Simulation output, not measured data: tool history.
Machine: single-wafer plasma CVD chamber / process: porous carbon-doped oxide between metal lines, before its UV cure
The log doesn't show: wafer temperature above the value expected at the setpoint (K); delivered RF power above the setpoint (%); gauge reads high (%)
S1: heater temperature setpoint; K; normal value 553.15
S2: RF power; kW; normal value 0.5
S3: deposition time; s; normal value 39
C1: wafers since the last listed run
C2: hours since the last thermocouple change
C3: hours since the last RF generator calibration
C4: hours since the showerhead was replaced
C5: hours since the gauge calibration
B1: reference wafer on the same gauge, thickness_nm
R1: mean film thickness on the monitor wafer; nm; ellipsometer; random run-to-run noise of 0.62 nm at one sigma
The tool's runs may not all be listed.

{"run": 1, "hour": 0.0, "S1": 553.15, "S2": 0.5, "S3": 39, "C1": 0, "C2": 1444.1, "C3": 1288, "C4": 6830.3, "C5": 314.3, "B1": 246.94, "R1": 221.914}
{"run": 2, "hour": 21.6, "S1": 553.15, "S2": 0.5, "S3": 39, "C1": 325, "C2": 1465.7, "C3": 1309.6, "C4": 6851.9, "C5": 335.9, "B1": 247.051, "R1": 221.915}
{"run": 3, "hour": 55.9, "S1": 553.15, "S2": 0.5, "S3": 39, "C1": 516, "C2": 1500, "C3": 1343.9, "C4": 6886.2, "C5": 370.2, "B1": 247.083, "R1": 220.24}
{"run": 4, "hour": 147.5, "S1": 553.15, "S2": 0.5, "S3": 39, "C1": 1378, "C2": 1591.6, "C3": 1435.5, "C4": 6977.8, "C5": 461.8, "B1": 247.015, "R1": 220.981}
{"run": 5, "hour": 163.7, "S1": 553.15, "S2": 0.5, "S3": 39, "C1": 243, "C2": 1607.8, "C3": 1451.7, "C4": 6994, "C5": 478, "B1": 247.037, "R1": 219.822}
{"run": 6, "hour": 184.7, "S1": 553.15, "S2": 0.5, "S3": 39, "C1": 316, "C2": 1628.8, "C3": 1472.7, "C4": 7015, "C5": 499, "B1": 247.017, "R1": 220.446}
{"run": 7, "hour": 197.7, "S1": 546.15, "S2": 0.5, "S3": 39, "C1": 195, "C2": 1641.8, "C3": 1485.7, "C4": 7028, "C5": 512, "B1": 246.914, "R1": 229.85}
{"run": 8, "hour": 230.3, "S1": 546.15, "S2": 0.5, "S3": 39, "C1": 490, "C2": 1674.4, "C3": 1518.3, "C4": 7060.6, "C5": 544.6, "B1": 246.949, "R1": 230.234}
{"hour": 254.1, "done": "gauge calibrated"}
{"run": 9, "hour": 277.6, "S1": 553.15, "S2": 0.5, "S3": 33.8, "C1": 711, "C2": 1721.7, "C3": 1565.6, "C4": 7107.9, "C5": 23.5, "B1": 246.992, "R1": 191.937}
{"hour": 300.3, "done": "showerhead replaced"}
{"run": 10, "hour": 300.8, "S1": 553.15, "S2": 0.5, "S3": 39, "C1": 228, "C2": 1744.9, "C3": 1588.8, "C4": 0.5, "C5": 46.7, "B1": 246.967, "R1": 221.055}
{"run": 11, "hour": 319.5, "S1": 553.15, "S2": 0.54, "S3": 39, "C1": 281, "C2": 1763.6, "C3": 1607.5, "C4": 19.2, "C5": 65.4, "B1": 247.11, "R1": 237.016}
{"run": 12, "hour": 347.9, "S1": 553.15, "S2": 0.54, "S3": 39, "C1": 427, "C2": 1792, "C3": 1635.9, "C4": 47.6, "C5": 93.8, "B1": 246.992, "R1": 237.087}
{"run": 13, "hour": 379.8, "S1": 553.15, "S2": 0.5, "S3": 39, "C1": 480, "C2": 1823.9, "C3": 1667.8, "C4": 79.5, "C5": 125.7, "B1": 247.04, "R1": 219.631}
{"run": 14, "hour": 396.5, "S1": 561.15, "S2": 0.5, "S3": 32.7, "C1": 251, "C2": 1840.6, "C3": 1684.5, "C4": 96.2, "C5": 142.4, "B1": 246.822, "R1": 177.109}
{"run": 15, "hour": 408.9, "S1": 564.15, "S2": 0.5, "S3": 46.4, "C1": 186, "C2": 1853, "C3": 1696.9, "C4": 108.6, "C5": 154.8, "B1": 247.082, "R1": 245.027}
{"run": 16, "hour": 437.0, "S1": 553.15, "S2": 0.44, "S3": 31.8, "C1": 422, "C2": 1881.1, "C3": 1725, "C4": 136.7, "C5": 182.9, "B1": 246.914, "R1": 156.098}
{"run": 17, "hour": 459.5, "S1": 546.15, "S2": 0.47, "S3": 31.4, "C1": 338, "C2": 1903.6, "C3": 1747.5, "C4": 159.2, "C5": 205.4, "B1": 247.108, "R1": 174.027}
{"run": 18, "hour": 475.5, "S1": 566.15, "S2": 0.5, "S3": 39, "C1": 240, "C2": 1919.6, "C3": 1763.5, "C4": 175.2, "C5": 221.4, "B1": 246.956, "R1": 203.838}
{"run": 19, "hour": 499.0, "S1": 553.15, "S2": 0.5, "S3": 39, "C1": 353, "C2": 1943.1, "C3": 1787, "C4": 198.7, "C5": 244.9, "B1": 247.09, "R1": 219.127}

What does the tool deliver on the next run?
{"run": 20, "hour": 517.6, "S1": 563.15, "S2": 0.42, "S3": 35.9, "C1": 279, "C2": 1961.7, "C3": 1805.6, "C4": 217.3, "C5": 263.5, "B1": "?", "R1": "?"}

Run 20 came out at B1 246.914, R1 155.631 nm.
With the hidden condition absent and the run-to-run variation left alone, this run would have shown R1 160.295 nm.

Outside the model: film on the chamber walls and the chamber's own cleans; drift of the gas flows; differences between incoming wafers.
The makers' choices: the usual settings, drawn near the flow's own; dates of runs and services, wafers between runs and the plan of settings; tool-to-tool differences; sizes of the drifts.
